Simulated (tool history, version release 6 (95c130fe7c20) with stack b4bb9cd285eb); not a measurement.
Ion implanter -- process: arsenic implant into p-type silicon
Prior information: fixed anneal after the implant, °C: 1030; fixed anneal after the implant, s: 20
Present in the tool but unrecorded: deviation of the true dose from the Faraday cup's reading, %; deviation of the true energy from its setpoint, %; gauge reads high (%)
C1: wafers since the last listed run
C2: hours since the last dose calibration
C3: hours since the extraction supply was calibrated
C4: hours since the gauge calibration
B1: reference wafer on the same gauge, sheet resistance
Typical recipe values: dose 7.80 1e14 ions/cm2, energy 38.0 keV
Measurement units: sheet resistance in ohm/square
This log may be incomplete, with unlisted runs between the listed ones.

Run 1, hour 0.0: usual settings but dose 6.97 1e14 ions/cm2; C1 0; C2 767.3; C3 6506.9; C4 796.3; B1 111.71. Result: sheet resistance 149.24 ohm/square.
Run 2, hour 17.4: usual settings; C1 335; C2 784.7; C3 6524.3; C4 813.7; B1 112.13. Result: sheet resistance 137.74 ohm/square.
Run 3, hour 35.5: usual settings but energy 45.5 keV; C1 349; C2 802.8; C3 6542.4; C4 831.8; B1 112.19. Result: sheet resistance 133.54 ohm/square.
Run 4, hour 69.2: usual settings but energy 45.5 keV; C1 650; C2 836.5; C3 6576.1; C4 865.5; B1 111.90. Result: sheet resistance 134.85 ohm/square.
Run 5, hour 88.8: usual settings but energy 45.5 keV; C1 378; C2 856.1; C3 6595.7; C4 885.1; B1 112.14. Result: sheet resistance 134.00 ohm/square.
Run 6, hour 117.4: usual settings; C1 551; C2 884.7; C3 6624.3; C4 913.7; B1 112.06. Result: sheet resistance 137.68 ohm/square.
Run 7, hour 138.6: usual settings; C1 408; C2 905.9; C3 6645.5; C4 934.9; B1 111.89. Result: sheet resistance 138.64 ohm/square.
Run 8, hour 152.8: usual settings; C1 273; C2 920.1; C3 6659.7; C4 949.1; B1 111.99. Result: sheet resistance 138.78 ohm/square.
Run 9, hour 175.5: usual settings; C1 437; C2 942.8; C3 6682.4; C4 971.8; B1 111.99. Result: sheet resistance 138.70 ohm/square.
Run 10, hour 197.6: usual settings; C1 426; C2 964.9; C3 6704.5; C4 993.9; B1 111.98. Result: sheet resistance 139.68 ohm/square.
Run 11, hour 210.0: usual settings but dose 9.42 1e14 ions/cm2; C1 239; C2 977.3; C3 6716.9; C4 1006.3; B1 111.88. Result: sheet resistance 121.96 ohm/square.
Run 12, hour 257.6: usual settings; C1 918; C2 1024.9; C3 6764.5; C4 1053.9; B1 112.16. Result: sheet resistance 139.69 ohm/square.
At hour 291.9: Faraday cup replaced and dose calibrated.
Run 13, hour 364.4: usual settings but dose 8.95 1e14 ions/cm2; C1 1905; C2 72.5; C3 6871.3; C4 1160.7; B1 111.93. Result: sheet resistance 129.99 ohm/square.
Run 14, hour 390.5: usual settings but dose 8.95 1e14 ions/cm2; C1 503; C2 98.6; C3 6897.4; C4 1186.8; B1 112.06. Result: sheet resistance 127.70 ohm/square.
Run 15, hour 421.3: usual settings; C1 594; C2 129.4; C3 6928.2; C4 1217.6; B1 112.25. Result: sheet resistance 142.46 ohm/square.
Run 16, hour 447.3: usual settings; C1 501; C2 155.4; C3 6954.2; C4 1243.6; B1 112.08. Result: sheet resistance 141.79 ohm/square.
At hour 503.7: Faraday cup replaced and dose calibrated, repeated, since the last time left the tool worse.
Run 17, hour 542.2: usual settings but dose 10.03 1e14 ions/cm2, energy 30.0 keV; C1 1676; C2 38.5; C3 7049.1; C4 1338.5; B1 112.07. Result: sheet resistance 117.69 ohm/square.
Run 18, hour 564.2: usual settings but energy 33.5 keV; C1 424; C2 60.5; C3 7071.1; C4 1360.5; B1 112.16. Result: sheet resistance 139.13 ohm/square.
Run 19, hour 596.0: usual settings but dose 9.39 1e14 ions/cm2, energy 34.5 keV; C1 613; C2 92.3; C3 7102.9; C4 1392.3; B1 112.07. Result: sheet resistance 120.22 ohm/square.
Run 20, hour 616.8: usual settings but dose 9.24 1e14 ions/cm2, energy 27.0 keV; C1 401; C2 113.1; C3 7123.7; C4 1413.1; B1 111.94. Result: sheet resistance 126.05 ohm/square.
Run 21, hour 649.6: usual settings but dose 5.73 1e14 ions/cm2, energy 48.5 keV; C1 632; C2 145.9; C3 7156.5; C4 1445.9; B1 112.11. Result: sheet resistance 163.36 ohm/square.
At hour 658.6: gauge calibrated.
Run 22, hour 684.0: usual settings but dose 8.79 1e14 ions/cm2, energy 43.0 keV; C1 663; C2 180.3; C3 7190.9; C4 25.4; B1 111.80. Result: sheet resistance 121.44 ohm/square.
Run 23, hour 705.1: usual settings; C1 406; C2 201.4; C3 7212.0; C4 46.5; B1 111.67. Result: sheet resistance 135.32 ohm/square.
At hour 740.9: extraction supply calibrated.
Run 24, hour 741.4: usual settings; C1 545; C2 237.7; C3 0.5; C4 82.8; B1 111.86. Result: sheet resistance 134.77 ohm/square.
Run 25, hour 759.6: usual settings but dose 9.30 1e14 ions/cm2; C1 351; C2 255.9; C3 18.7; C4 101.0; B1 111.94. Result: sheet resistance 119.44 ohm/square.
Run 26, hour 789.8: usual settings but dose 6.59 1e14 ions/cm2, energy 32.5 keV; C1 582; C2 286.1; C3 48.9; C4 131.2; B1 111.82. Result: sheet resistance 156.26 ohm/square.
Run 27, hour 815.7: usual settings but dose 9.97 1e14 ions/cm2, energy 26.5 keV; C1 499; C2 312.0; C3 74.8; C4 157.1; B1 111.92. Result: sheet resistance 122.18 ohm/square.
Run 28, hour 851.3: usual settings but dose 9.47 1e14 ions/cm2; C1 686; C2 347.6; C3 110.4; C4 192.7; B1 111.91. Result: sheet resistance 117.69 ohm/square.
Run 29, hour 885.4: usual settings but dose 8.96 1e14 ions/cm2, energy 32.0 keV; C1 657; C2 381.7; C3 144.5; C4 226.8; B1 111.93. Result: sheet resistance 125.77 ohm/square.
Run 30, hour 897.6: usual settings but energy 45.5 keV; C1 235; C2 393.9; C3 156.7; C4 239.0; B1 112.13. Result: sheet resistance 131.40 ohm/square.
Run 31, hour 929.1: usual settings but dose 5.92 1e14 ions/cm2, energy 46.5 keV; C1 607; C2 425.4; C3 188.2; C4 270.5; B1 112.02. Result: sheet resistance 160.97 ohm/square.
Run 32, hour 969.6: usual settings but dose 9.93 1e14 ions/cm2, energy 31.5 keV; C1 781; C2 465.9; C3 228.7; C4 311.0; B1 111.91. Result: sheet resistance 118.03 ohm/square.
Run 33, hour 988.4: usual settings but dose 6.55 1e14 ions/cm2, energy 33.0 keV; C1 362; C2 484.7; C3 247.5; C4 329.8; B1 112.23. Result: sheet resistance 158.08 ohm/square.
Run 34, hour 1013.8: usual settings; C1 489; C2 510.1; C3 272.9; C4 355.2; B1 111.92. Result: sheet resistance 136.12 ohm/square.
Run 35, hour 1044.3: usual settings but dose 6.04 1e14 ions/cm2, energy 45.0 keV; C1 588; C2 540.6; C3 303.4; C4 385.7; B1 112.04. Result: sheet resistance 160.96 ohm/square.
Run 36, hour 1073.8: usual settings but energy 44.5 keV; C1 569; C2 570.1; C3 332.9; C4 415.2; B1 111.97. Result: sheet resistance 132.68 ohm/square.
Run 37, hour 1109.2: usual settings but dose 9.17 1e14 ions/cm2; C1 682; C2 605.5; C3 368.3; C4 450.6; B1 111.96. Result: sheet resistance 121.33 ohm/square.

Branching from run 37: 4 alternative next runs. What would each branch give?
Run A, hour 1109.6: usual settings; C1 7; C2 605.9; C3 368.7; C4 451.0; B1 ?. Result: sheet resistance ?.
Run B, hour 1109.6: usual settings but dose 9.65 1e14 ions/cm2, energy 26.5 keV; C1 7; C2 605.9; C3 368.7; C4 451.0; B1 ?. Result: sheet resistance ?.
Run C, hour 1109.6: usual settings but dose 9.95 1e14 ions/cm2, energy 42.5 keV; C1 7; C2 605.9; C3 368.7; C4 451.0; B1 ?. Result: sheet resistance ?.
Run D, hour 1109.6: usual settings but dose 5.97 1e14 ions/cm2, energy 50.5 keV; C1 7; C2 605.9; C3 368.7; C4 451.0; B1 ?. Result: sheet resistance ?.

run      B1  sheet resistance
  A  112.12            136.21
  B  112.12            124.64
  C  112.12            112.56
  D  112.12            159.95
The same runs, with their run-to-run variation unchanged, on a tool lacking any hidden condition would have given:
run  sheet resistance
  A            135.62
  B            124.16
  C            112.10
  D            159.21
